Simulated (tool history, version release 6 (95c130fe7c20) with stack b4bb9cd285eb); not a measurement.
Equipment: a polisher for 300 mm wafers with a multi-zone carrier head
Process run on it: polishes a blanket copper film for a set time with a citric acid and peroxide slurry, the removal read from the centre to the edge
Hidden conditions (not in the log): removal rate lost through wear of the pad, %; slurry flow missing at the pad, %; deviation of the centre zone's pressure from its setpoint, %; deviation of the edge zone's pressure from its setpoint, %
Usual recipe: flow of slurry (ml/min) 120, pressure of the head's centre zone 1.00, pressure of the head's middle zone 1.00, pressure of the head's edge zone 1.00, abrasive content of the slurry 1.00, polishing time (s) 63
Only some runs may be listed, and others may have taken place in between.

| run | day | flow of slurry (ml/min) | pressure of the head's centre zone | pressure of the head's middle zone | pressure of the head's edge zone | abrasive content of the slurry | polishing time (s) | wafers since the last listed run | wafers polished on this pad | hours since the slurry nozzle was cleaned | hours since the centre zone pressure was calibrated | hours since the edge zone pressure was calibrated | hours since the carrier head's membrane was replaced | incoming thickness of the incoming film, nm | film removed at the wafer's centre (nm) | film removed at mid-radius (nm) | film removed at the wafer's edge (nm) |
|---|---|---|---|---|---|---|---|---|---|---|---|---|---|---|---|---|---|
| 1 | 0.000 | 120 | 1.00 | 1.00 | 1.00 | 1.00 | 63 | 0 | 1110 | 838.2 | 1261.8 | 593.6 | 206.2 | 730.7 | 130.7 | 135.0 | 137.0 |
| 2 | 2.375 | 120 | 0.92 | 1.00 | 1.00 | 1.00 | 81 | 414 | 1524 | 895.2 | 1318.8 | 650.6 | 263.2 | 721.7 | 155.2 | 172.8 | 172.8 |
|  | 3.762 | slurry nozzle cleaned |
| 3 | 4.688 | 120 | 1.00 | 0.97 | 1.00 | 1.00 | 63 | 396 | 1921 | 22.2 | 1374.3 | 706.1 | 318.7 | 722.4 | 130.4 | 131.0 | 136.3 |
| 4 | 6.454 | 120 | 1.00 | 1.00 | 1.00 | 1.00 | 63 | 308 | 2229 | 64.6 | 1416.7 | 748.5 | 361.1 | 721.5 | 129.6 | 132.9 | 136.0 |
| 5 | 9.388 | 120 | 1.05 | 1.00 | 1.00 | 0.85 | 63 | 512 | 2742 | 135.0 | 1487.1 | 818.9 | 431.5 | 731.2 | 129.4 | 124.2 | 127.1 |
|  | 10.267 | centre zone pressure recalibrated |
| 6 | 10.858 | 120 | 1.08 | 1.00 | 1.00 | 1.00 | 85 | 242 | 2984 | 170.3 | 14.2 | 854.2 | 466.8 | 724.0 | 188.8 | 176.3 | 180.2 |
|  | 12.629 | worn pad replaced by a new one |
| 7 | 12.788 | 160 | 1.00 | 1.00 | 1.00 | 1.00 | 63 | 307 | 27 | 216.6 | 60.5 | 900.5 | 513.1 | 728.0 | 141.3 | 141.4 | 142.0 |
|  | 14.208 | edge zone pressure recalibrated |
| 8 | 15.150 | 140 | 1.00 | 0.89 | 1.00 | 1.15 | 63 | 397 | 425 | 273.3 | 117.2 | 22.6 | 569.8 | 719.0 | 142.8 | 132.8 | 147.8 |
| 9 | 17.242 | 145 | 1.00 | 1.08 | 1.00 | 1.00 | 69 | 365 | 790 | 323.5 | 167.4 | 72.8 | 620.0 | 719.7 | 150.5 | 160.9 | 150.5 |
| 10 | 19.083 | 120 | 1.00 | 1.00 | 1.00 | 1.00 | 63 | 321 | 1112 | 367.7 | 211.6 | 117.0 | 664.2 | 733.1 | 132.5 | 133.1 | 136.0 |
| 11 | 20.221 | 135 | 1.10 | 0.90 | 1.00 | 1.00 | 77 | 198 | 1311 | 395.0 | 238.9 | 144.3 | 691.5 | 726.6 | 181.4 | 154.4 | 169.8 |
| 12 | 22.083 | 120 | 1.00 | 1.05 | 1.00 | 1.00 | 63 | 325 | 1636 | 439.7 | 283.6 | 189.0 | 736.2 | 726.0 | 131.4 | 139.9 | 135.1 |
| 13 | 23.662 | 100 | 1.00 | 1.00 | 1.00 | 1.00 | 63 | 275 | 1911 | 477.6 | 321.5 | 226.9 | 774.1 | 724.4 | 125.1 | 127.8 | 132.6 |
|  | 24.246 | carrier head's membrane replaced by a new one |
| 14 | 24.767 | 120 | 1.00 | 1.00 | 1.00 | 1.00 | 63 | 156 | 2068 | 504.1 | 348.0 | 253.4 | 12.5 | 722.8 | 129.0 | 134.3 | 134.0 |
| 15 | 26.346 | 120 | 0.92 | 1.00 | 1.00 | 1.00 | 63 | 275 | 2344 | 542.0 | 385.9 | 291.3 | 50.4 | 725.3 | 119.4 | 133.0 | 135.9 |
| 16 | 28.967 | 120 | 1.00 | 0.93 | 1.00 | 1.00 | 63 | 457 | 2801 | 604.9 | 448.8 | 354.2 | 113.3 | 717.2 | 128.9 | 126.0 | 132.6 |
| 17 | 31.408 | 120 | 1.00 | 1.00 | 1.00 | 0.90 | 63 | 426 | 3228 | 663.5 | 507.4 | 412.8 | 171.9 | 731.8 | 122.1 | 125.2 | 127.8 |
| 18 | 33.462 | 105 | 1.00 | 1.04 | 0.93 | 1.00 | 63 | 358 | 3586 | 712.8 | 556.7 | 462.1 | 221.2 | 726.5 | 124.3 | 128.1 | 125.4 |
|  | 33.975 | worn pad replaced by a new one |
| 19 | 34.621 | 120 | 1.00 | 1.00 | 1.00 | 1.00 | 63 | 173 | 113 | 740.6 | 584.5 | 489.9 | 249.0 | 726.5 | 133.0 | 135.7 | 136.9 |
| 20 | 36.312 | 120 | 1.00 | 1.00 | 1.00 | 1.00 | 63 | 295 | 408 | 781.2 | 625.1 | 530.5 | 289.6 | 717.8 | 132.1 | 136.4 | 138.7 |
| 21 | 38.229 | 120 | 1.00 | 1.00 | 1.00 | 1.00 | 63 | 334 | 743 | 827.2 | 671.1 | 576.5 | 335.6 | 716.4 | 130.8 | 135.1 | 137.3 |
|  | 38.562 | slurry nozzle cleaned |
| 22 | 40.000 | 120 | 1.00 | 1.03 | 1.07 | 0.90 | 63 | 301 | 1045 | 34.5 | 713.6 | 619.0 | 378.1 | 728.7 | 128.2 | 133.1 | 136.6 |

3 options for the next run, each taken on its own from the tool as it stands now. Forecast them:
| A | 40.017 | 120 | 1.00 | 1.00 | 1.00 | 1.00 | 63 | 2 | 1047 | 34.9 | 714.0 | 619.4 | 378.5 | 729.1 | ? | ? | ? |
| B | 40.017 | 105 | 1.00 | 0.89 | 1.00 | 1.00 | 78 | 2 | 1047 | 34.9 | 714.0 | 619.4 | 378.5 | 729.1 | ? | ? | ? |
| C | 40.017 | 120 | 1.00 | 1.00 | 1.06 | 1.00 | 63 | 2 | 1047 | 34.9 | 714.0 | 619.4 | 378.5 | 729.1 | ? | ? | ? |

| run | film removed at the wafer's centre (nm) | film removed at mid-radius (nm) | film removed at the wafer's edge (nm) |
|---|---|---|---|
| A | 130.9 | 134.6 | 136.9 |
| B | 157.4 | 148.5 | 166.8 |
| C | 130.9 | 134.6 | 140.8 |
Take away the tool's hidden state, keep each run's random variation, and the runs would have read:
| run | film removed at the wafer's centre (nm) | film removed at mid-radius (nm) | film removed at the wafer's edge (nm) |
|---|---|---|---|
| A | 131.9 | 135.6 | 137.9 |
| B | 158.6 | 149.6 | 168.0 |
| C | 131.9 | 135.6 | 141.8 |

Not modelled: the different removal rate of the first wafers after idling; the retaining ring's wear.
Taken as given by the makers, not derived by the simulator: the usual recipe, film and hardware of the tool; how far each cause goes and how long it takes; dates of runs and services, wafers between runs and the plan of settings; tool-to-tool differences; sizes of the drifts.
